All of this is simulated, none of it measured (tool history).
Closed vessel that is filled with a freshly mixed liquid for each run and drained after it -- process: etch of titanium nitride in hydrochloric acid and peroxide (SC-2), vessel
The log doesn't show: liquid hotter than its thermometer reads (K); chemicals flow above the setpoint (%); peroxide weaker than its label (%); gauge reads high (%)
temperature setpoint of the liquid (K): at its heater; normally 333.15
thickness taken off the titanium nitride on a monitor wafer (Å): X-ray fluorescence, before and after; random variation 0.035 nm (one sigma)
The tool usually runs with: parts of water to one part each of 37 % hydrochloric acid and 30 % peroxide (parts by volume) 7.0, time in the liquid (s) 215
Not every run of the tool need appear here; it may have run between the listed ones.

run	hour	temperature setpoint of the liquid (K)	parts of water to one part each of 37 % hydrochloric acid and 30 % peroxide (parts by volume)	time in the liquid (s)	wafers since the last listed run	hours since the thermometer was replaced	hours since the chemicals flow meter was replaced	hours since the drum of peroxide was connected	hours since the gauge calibration	read-back film thickness of the titanium nitride reference wafer, read on the same gauge (nm)	thickness taken off the titanium nitride on a monitor wafer (Å)
1	0.0	333.15	7.0	215	0	886.5	1704.9	441.7	765.5	120.02	97.2
# hour 35.9: new drum of peroxide connected
2	37.2	333.15	7.0	215	2534	923.7	1742.1	1.3	802.7	120.01	97.2
3	93.3	330.15	7.0	215	3928	979.8	1798.2	57.4	858.8	119.98	80.4
4	154.5	333.15	5.5	215	4285	1041.0	1859.4	118.6	920.0	120.01	116.8
5	219.1	333.15	5.5	215	4523	1105.6	1924.0	183.2	984.6	120.01	117.9
6	266.6	330.15	7.0	295	3325	1153.1	1971.5	230.7	1032.1	120.01	111.8
7	300.3	333.15	7.0	215	2359	1186.8	2005.2	264.4	1065.8	120.00	97.8
8	350.3	333.15	7.0	215	3501	1236.8	2055.2	314.4	1115.8	120.01	98.1
9	414.9	333.15	7.0	215	4523	1301.4	2119.8	379.0	1180.4	120.02	99.1
10	456.1	333.15	7.0	215	2884	1342.6	2161.0	420.2	1221.6	119.97	98.5
# hour 501.4: chemicals flow meter replaced
11	507.0	333.15	7.0	215	3494	1393.5	5.6	471.1	1272.5	119.99	99.2

The next listed run, before its measurement:
# hour 517.3: new drum of peroxide connected
12	534.4	325.15	7.0	160	1848	1420.9	33.0	17.1	1299.9	?	?

{"run 12": {"read-back film thickness of the titanium nitride reference wafer, read on the same gauge (nm)": 120.02, "thickness taken off the titanium nitride on a monitor wafer (Å)": 44.6}}
With no hidden state in the tool, this same run would have given thickness taken off the titanium nitride on a monitor wafer (Å) 41.6.
